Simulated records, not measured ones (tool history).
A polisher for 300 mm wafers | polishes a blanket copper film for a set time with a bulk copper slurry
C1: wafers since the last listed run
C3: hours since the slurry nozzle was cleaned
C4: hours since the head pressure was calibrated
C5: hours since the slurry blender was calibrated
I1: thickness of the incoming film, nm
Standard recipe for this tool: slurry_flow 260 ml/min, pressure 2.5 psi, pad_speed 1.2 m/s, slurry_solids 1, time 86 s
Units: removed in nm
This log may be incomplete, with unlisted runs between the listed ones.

Run 1, hour 0: usual settings; C1 0; wafers polished on this pad 141; C3 110.5; C4 904.6; C5 64.7; I1 4646.9. Result: removed 707.3 nm.
Run 2, hour 6.2: usual settings; C1 51; wafers polished on this pad 193; C3 116.7; C4 910.8; C5 70.9; I1 4643.7. Result: removed 692 nm.
Run 3, hour 14.8: usual settings; C1 71; wafers polished on this pad 264; C3 125.3; C4 919.4; C5 79.5; I1 4536.9. Result: removed 691.2 nm.
Run 4, hour 25.8: usual settings; C1 91; wafers polished on this pad 356; C3 136.3; C4 930.4; C5 90.5; I1 4691.7. Result: removed 693 nm.
Run 5, hour 41.5: usual settings but time 109 s; C1 130; wafers polished on this pad 487; C3 152; C4 946.1; C5 106.2; I1 4696.4. Result: removed 877.8 nm.
Run 6, hour 53.8: usual settings but time 109 s; C1 102; wafers polished on this pad 589; C3 164.3; C4 958.4; C5 118.5; I1 4598.7. Result: removed 842.6 nm.
Run 7, hour 70.8: usual settings but time 109 s; C1 141; wafers polished on this pad 730; C3 181.3; C4 975.4; C5 135.5; I1 4555.1. Result: removed 864.9 nm.
Run 8, hour 85: usual settings but pad_speed 1.52 m/s; C1 118; wafers polished on this pad 849; C3 195.5; C4 989.6; C5 149.7; I1 4615.8. Result: removed 829.4 nm.
Run 9, hour 97.1: usual settings but pad_speed 1.52 m/s; C1 100; wafers polished on this pad 949; C3 207.6; C4 1001.7; C5 161.8; I1 4610.5. Result: removed 820.2 nm.
Run 10, hour 109.8: usual settings but pad_speed 1.52 m/s; C1 105; wafers polished on this pad 1055; C3 220.3; C4 1014.4; C5 174.5; I1 4652. Result: removed 826.9 nm.
Run 11, hour 118.9: usual settings; C1 75; wafers polished on this pad 1131; C3 229.4; C4 1023.5; C5 183.6; I1 4612.2. Result: removed 664.1 nm.
Run 12, hour 125.1: usual settings but slurry_solids 0.75; C1 51; wafers polished on this pad 1182; C3 235.6; C4 1029.7; C5 189.8; I1 4535.8. Result: removed 624.7 nm.
Run 13, hour 141.9: usual settings but slurry_flow 335 ml/min, slurry_solids 1.1; C1 139; wafers polished on this pad 1322; C3 252.4; C4 1046.5; C5 206.6; I1 4698.4. Result: removed 695.9 nm.
Run 14, hour 151.6: usual settings but slurry_flow 225 ml/min, pressure 2.9 psi, pad_speed 1.02 m/s, slurry_solids 1.1; C1 80; wafers polished on this pad 1403; C3 262.1; C4 1056.2; C5 216.3; I1 4671.1. Result: removed 675.4 nm.
At hour 154.7: head pressure recalibrated.
At hour 165.1: worn pad replaced by a new one.
Run 15, hour 167.8: usual settings; C1 84; wafers polished on this pad 22; C3 278.3; C4 13.1; C5 232.5; I1 4688.3. Result: removed 662 nm.

For run 16, what comes out?
Run 16, hour 185.6: usual settings; C1 148; wafers polished on this pad 171; C3 296.1; C4 30.9; C5 250.3; I1 4596.4. Result: removed ?.

removed: 644.3 nm
On a tool with no hidden condition, and with the same random variation, this run would have come out at removed 682.8 nm.
